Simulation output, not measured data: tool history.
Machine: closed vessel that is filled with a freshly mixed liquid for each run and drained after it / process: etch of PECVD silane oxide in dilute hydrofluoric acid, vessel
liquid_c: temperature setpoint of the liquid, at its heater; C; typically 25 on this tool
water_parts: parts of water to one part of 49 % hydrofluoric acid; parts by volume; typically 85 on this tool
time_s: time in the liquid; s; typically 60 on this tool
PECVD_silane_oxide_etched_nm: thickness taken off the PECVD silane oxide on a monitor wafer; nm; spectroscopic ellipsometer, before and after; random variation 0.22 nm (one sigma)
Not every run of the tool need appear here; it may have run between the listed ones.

run,hour,liquid_c,water_parts,time_s,wafers since the last listed run,hours since the thermometer was replaced,hours since the hydrofluoric acid flow meter was replaced,hours since the gauge calibration,"read-back film thickness of the PECVD silane oxide reference wafer, read on the same gauge (nm)",PECVD_silane_oxide_etched_nm
1,0,25,85,85,0,315.2,1095.6,961.5,70.01,29.99
2,31.1,25,85,85,3275,346.3,1126.7,992.6,69.98,30.77
3,58.8,25,100,60,2916,374,1154.4,1020.3,70.02,18.08
4,87.4,25,100,60,3011,402.6,1183,1048.9,70,17.86
5,144.4,25,85,60,6002,459.6,1240,1105.9,70.01,21.21
6,181.4,25,85,60,3896,496.6,1277,1142.9,69.96,21.33
7,273.2,25,85,60,9667,588.4,1368.8,1234.7,69.96,21.16
8,319.8,25,85,60,4907,635,1415.4,1281.3,70.01,21.09
# hour 348.6: gauge calibrated
9,350.9,25,85,60,3275,666.1,1446.5,2.3,69.95,20.69
10,392,27.5,100,60,4328,707.2,1487.6,43.4,70,19.05
11,464,25,105,60,7582,779.2,1559.6,115.4,69.97,16.46
12,522.5,25,105,60,6160,837.7,1618.1,173.9,69.99,16.39
13,568.3,28.5,85,60,4823,883.5,1663.9,219.7,70.01,23.64
# hour 601.3: hydrofluoric acid flow meter replaced
14,615.6,22.5,85,40,4875,930.8,14.3,267,70.04,11.59
15,648.8,25,85,60,3496,964,47.5,300.2,70.03,19.35
16,711.4,25,70,60,6592,1026.6,110.1,362.8,69.98,23.39
17,776.4,25,60,30,6844,1091.6,175.1,427.8,70,14.09
# hour 781.1: thermometer replaced
# hour 801.5: hydrofluoric acid flow meter replaced, repeated, since the last time left the tool worse
18,815.5,20,75,75,3906,34.4,14,466.9,69.98,26.45
19,864.5,23.5,75,40,5160,83.4,63,515.9,70,16.38
20,925.7,27,125,35,6444,144.6,124.2,577.1,69.95,9.27
21,962.5,25,85,95,3875,181.4,161,613.9,69.97,35.91
22,1004.4,25,85,60,4412,223.3,202.9,655.8,69.99,22.61
23,1041.9,25,115,60,3948,260.8,240.4,693.3,69.98,16.01
24,1085.5,25,85,40,4591,304.4,284,736.9,70,15.15

Alternative continuations, all from the tool just after run 24; predict every row:
A,1086.2,25,85,60,73,305.1,284.7,737.6,?,?
B,1086.2,25,105,30,73,305.1,284.7,737.6,?,?
C,1086.2,27.5,75,60,73,305.1,284.7,737.6,?,?
D,1086.2,22.5,65,60,73,305.1,284.7,737.6,?,?

run,"read-back film thickness of the PECVD silane oxide reference wafer, read on the same gauge (nm)",PECVD_silane_oxide_etched_nm
A,69.99,22.23
B,69.99,8.77
C,69.99,28.18
D,69.99,26.96
What these runs would have given with no unlogged condition in the tool:
run,PECVD_silane_oxide_etched_nm
A,22.81
B,9
C,28.91
D,27.65
